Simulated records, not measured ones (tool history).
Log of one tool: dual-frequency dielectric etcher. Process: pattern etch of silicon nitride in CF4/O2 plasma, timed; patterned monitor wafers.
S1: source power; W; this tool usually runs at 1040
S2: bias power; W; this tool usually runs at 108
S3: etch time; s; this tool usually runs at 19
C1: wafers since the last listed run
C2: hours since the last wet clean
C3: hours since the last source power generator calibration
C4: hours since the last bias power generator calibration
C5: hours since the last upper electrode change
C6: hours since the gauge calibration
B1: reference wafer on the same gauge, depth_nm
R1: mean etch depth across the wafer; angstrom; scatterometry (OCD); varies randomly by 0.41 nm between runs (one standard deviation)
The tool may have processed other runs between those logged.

run    hour    S1   S2    S3    C1     C2      C3      C4      C5      C6    B1   R1
  1       0  1040  108    19     0  346.7  2465.4  1540.8  4396.2   113.7  73.2  628
  2      40  1040  108    16   635  386.7  2505.4  1580.8  4436.2   153.7  73.2  526
      117.8  -- wet clean of the chamber
  3   118.3  1040  108    19   862    0.5  2583.7  1659.1  4514.5     232  73.3  619
  4   174.4  1040  108    19   891   56.6  2639.8  1715.2  4570.6   288.1  73.2  624
  5   249.7  1250  108    19  1196  131.9  2715.1  1790.5  4645.9   363.4  73.1  689
  6   304.1  1250  108    19   864  186.3  2769.5  1844.9  4700.3   417.8  73.1  694
  7   384.1  1040  108    19  1271  266.3  2849.5  1924.9  4780.3   497.8  73.2  618
  8   470.4  1040  108    19  1371  352.6  2935.8  2011.2  4866.6   584.1  73.2  618
      527.3  -- wet clean of the chamber
  9   527.8  1040  108    19   530    0.5  2993.2  2068.6    4924   641.5  73.1  617
 10   603.6  1040  108    19  1204   76.3    3069  2144.4  4999.8   717.3  73.2  622
        628  -- upper electrode replaced
 11     670  1040  108    19   673  142.7  3135.4  2210.8      42   783.7  73.1  621
 12     746  1040  108    19  1207  218.7  3211.4  2286.8     118   859.7  73.1  617
        793  -- bias power generator calibrated
 13     846   950  108  24.5  1525  318.7  3311.4      53     218   959.7  73.2  776
      916.3  -- source power generator calibrated
      946.7  -- wet clean of the chamber
 14   952.8   960   87    23  1252    6.1    36.5   159.8   324.8  1066.5  73.3  659
 15  1001.1   930  108    19   767   54.4    84.8   208.1   373.1  1114.8  73.2  596
 16  1068.5   840   86  21.5  1070  121.8   152.2   275.5   440.5  1182.2  73.3  571
 17  1120.5   930   87    23   826  173.8   204.2   327.5   492.5  1234.2  73.3  640
 18  1171.6  1040  100    15   811  224.9   255.3   378.6   543.6  1285.3  73.2  482
     1243.6  -- gauge calibrated
 19  1254.6  1040  108    19  1318  307.9   338.3   461.6   626.6      11  73.2  632
 20  1307.3  1040  108    17   837  360.6     391   514.3   679.3    63.7  73.2  568
     1360.3  -- wet clean of the chamber
 21  1360.8  1170   90  16.5   468    0.5   444.5   567.8   732.8   117.2  73.2  542
 22    1418   880  120  21.5   908   57.7   501.7     625     790   174.4  73.2  678
 23  1491.2  1270  125    21  1163  130.9   574.9   698.2   863.2   247.6  73.2  840
 24  1550.3  1040  108    19   939    190     634   757.3   922.3   306.7  73.1  634
 25  1588.9   910  100    19   613  228.6   672.6   795.9   960.9   345.3  73.2  566
 26    1692  1040  127    19  1638  331.7   775.7     899    1064   448.4  73.1  682
 27  1736.1  1140  132    19   700  375.8   819.8   943.1  1108.1   492.5  73.3  725
 28  1783.6  1040  108    19   754  423.3   867.3   990.6  1155.6     540  73.2  629
     1849.2  -- wet clean of the chamber
 29  1884.3  1040  108    19  1218   35.1     968  1091.3  1256.3   640.7  73.1  629
 30  1951.2  1210  108    23  1062    102  1034.9  1158.2  1323.2   707.6  73.2  831

For each entry between runs, how does the tool's hidden state at the last listed run before it compare with that at the first listed run after it?
After run 2, before run 3: wet clean of the chamber (hour 117.8)
  bias power that arrives over what is set, %: -1.75 -> -1.96
  the result without the hidden state subtracted from the measured one, R1: -4 -> -6 angstrom
After run 8, before run 9: wet clean of the chamber (hour 527.3)
  bias power that arrives over what is set, %: -3.05 -> -3.24
  the result without the hidden state subtracted from the measured one, R1: -9 -> -10 angstrom
After run 10, before run 11: upper electrode replaced (hour 628)
  bias power that arrives over what is set, %: -3.51 -> -3.75
  the result without the hidden state subtracted from the measured one, R1: -10 -> -11 angstrom
After run 12, before run 13: bias power generator calibrated (hour 793)
  bias power that arrives over what is set, %: -4.04 -> 0.241
  the result without the hidden state subtracted from the measured one, R1: -12 -> +1 angstrom
After run 13, before run 14: source power generator calibrated (hour 916.3); wet clean of the chamber (hour 946.7)
  bias power that arrives over what is set, %: 0.241 -> 0.222
  the result without the hidden state subtracted from the measured one, R1: +1 -> +0 angstrom
After run 18, before run 19: gauge calibrated (hour 1243.6)
  bias power that arrives over what is set, %: 0.123 -> 0.0649
  the result without the hidden state subtracted from the measured one, R1: +0 -> +0 angstrom
After run 20, before run 21: wet clean of the chamber (hour 1360.3)
  bias power that arrives over what is set, %: 0.0218 -> -0.0268
  the result without the hidden state subtracted from the measured one, R1: +0 -> +0 angstrom
After run 28, before run 29: wet clean of the chamber (hour 1849.2)
  bias power that arrives over what is set, %: -0.579 -> -0.755
  the result without the hidden state subtracted from the measured one, R1: -1 -> -3 angstrom

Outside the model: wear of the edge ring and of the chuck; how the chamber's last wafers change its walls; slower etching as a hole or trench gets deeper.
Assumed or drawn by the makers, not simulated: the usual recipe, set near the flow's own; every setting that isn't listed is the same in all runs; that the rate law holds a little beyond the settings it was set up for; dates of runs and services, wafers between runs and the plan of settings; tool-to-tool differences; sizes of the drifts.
